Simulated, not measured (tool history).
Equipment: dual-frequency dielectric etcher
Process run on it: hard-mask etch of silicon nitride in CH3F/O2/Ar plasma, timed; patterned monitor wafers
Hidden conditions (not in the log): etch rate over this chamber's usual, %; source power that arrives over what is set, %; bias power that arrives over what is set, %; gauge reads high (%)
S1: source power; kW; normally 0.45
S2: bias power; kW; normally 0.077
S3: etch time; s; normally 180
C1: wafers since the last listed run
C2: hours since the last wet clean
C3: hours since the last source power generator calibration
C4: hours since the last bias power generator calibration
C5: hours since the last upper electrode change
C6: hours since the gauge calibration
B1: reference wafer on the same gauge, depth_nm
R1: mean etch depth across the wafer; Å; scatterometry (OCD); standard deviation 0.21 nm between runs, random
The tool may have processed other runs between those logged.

run	hour	S1	S2	S3	C1	C2	C3	C4	C5	C6	B1	R1
1	0	0.45	0.077	137	0	380.4	3362.9	2731.5	3991.4	82	150.1	1063
2	11.3	0.45	0.077	180	87	391.7	3374.2	2742.8	4002.7	93.3	150	1396
3	26.3	0.45	0.077	180	115	406.7	3389.2	2757.8	4017.7	108.3	150	1394
4	37.4	0.45	0.077	180	85	417.8	3400.3	2768.9	4028.8	119.4	150	1396
5	62.6	0.4	0.077	180	194	443	3425.5	2794.1	4054	144.6	150	1356
6	77	0.4	0.077	180	110	457.4	3439.9	2808.5	4068.4	159	149.9	1354
7	93	0.45	0.077	163.5	123	473.4	3455.9	2824.5	4084.4	175	150	1274
8	109.7	0.42	0.077	199.5	128	490.1	3472.6	2841.2	4101.1	191.7	150	1526
9	115.9	0.45	0.077	180	47	496.3	3478.8	2847.4	4107.3	197.9	150	1403
# hour 126.1: source power generator calibrated
10	126.6	0.45	0.077	180	51	507	0.5	2858.1	4118	208.6	149.9	1402
# hour 131.9: bias power generator calibrated
11	139.6	0.45	0.072	180	69	520	13.5	7.7	4131	221.6	150.1	1370
# hour 142.9: gauge calibrated
12	156.2	0.45	0.077	180	127	536.6	30.1	24.3	4147.6	13.3	150	1407
13	164.4	0.45	0.077	130	63	544.8	38.3	32.5	4155.8	21.5	150	1015
14	175	0.42	0.077	199.5	81	555.4	48.9	43.1	4166.4	32.1	150	1527
15	187.7	0.45	0.077	180	97	568.1	61.6	55.8	4179.1	44.8	150	1407
16	200	0.45	0.077	163.5	94	580.4	73.9	68.1	4191.4	57.1	150.1	1278
# hour 230.5: upper electrode replaced
# hour 231.8: wet clean of the chamber
17	232.3	0.48	0.059	222	53	0.5	106.2	100.4	1.8	89.4	150	1574
18	232.7	0.45	0.077	155	3	0.9	106.6	100.8	2.2	89.8	150	1184
19	233.1	0.45	0.077	180	3	1.3	107	101.2	2.6	90.2	150	1371
20	246.2	0.56	0.069	159.5	100	14.4	120.1	114.3	15.7	103.3	150	1255
21	260.3	0.54	0.06	180	108	28.5	134.2	128.4	29.8	117.4	150	1337
22	270.8	0.45	0.077	180	80	39	144.7	138.9	40.3	127.9	150	1378
23	287.1	0.45	0.083	147.5	125	55.3	161	155.2	56.6	144.2	150.1	1159
24	294.9	0.45	0.094	231	60	63.1	168.8	163	64.4	152	150	1906
25	306.6	0.4	0.077	156.5	90	74.8	180.5	174.7	76.1	163.7	150	1157

Consider 5 possible next runs. They are alternatives, not a sequence: every one starts from the tool as it was left by run 25. What does each give?
A	307.1	0.34	0.077	180	3	75.3	181	175.2	76.6	164.2	?	?
B	307.1	0.52	0.059	180	3	75.3	181	175.2	76.6	164.2	?	?
C	307.1	0.51	0.077	180	3	75.3	181	175.2	76.6	164.2	?	?
D	307.1	0.53	0.066	207.5	3	75.3	181	175.2	76.6	164.2	?	?
E	307.1	0.42	0.077	180	3	75.3	181	175.2	76.6	164.2	?	?

run	B1	R1
A	150.1	1273
B	150.1	1314
C	150.1	1434
D	150.1	1584
E	150.1	1353
The same runs, with their run-to-run variation unchanged, on a tool lacking any hidden condition would have given:
run	R1
A	1268
B	1308
C	1428
D	1577
E	1347
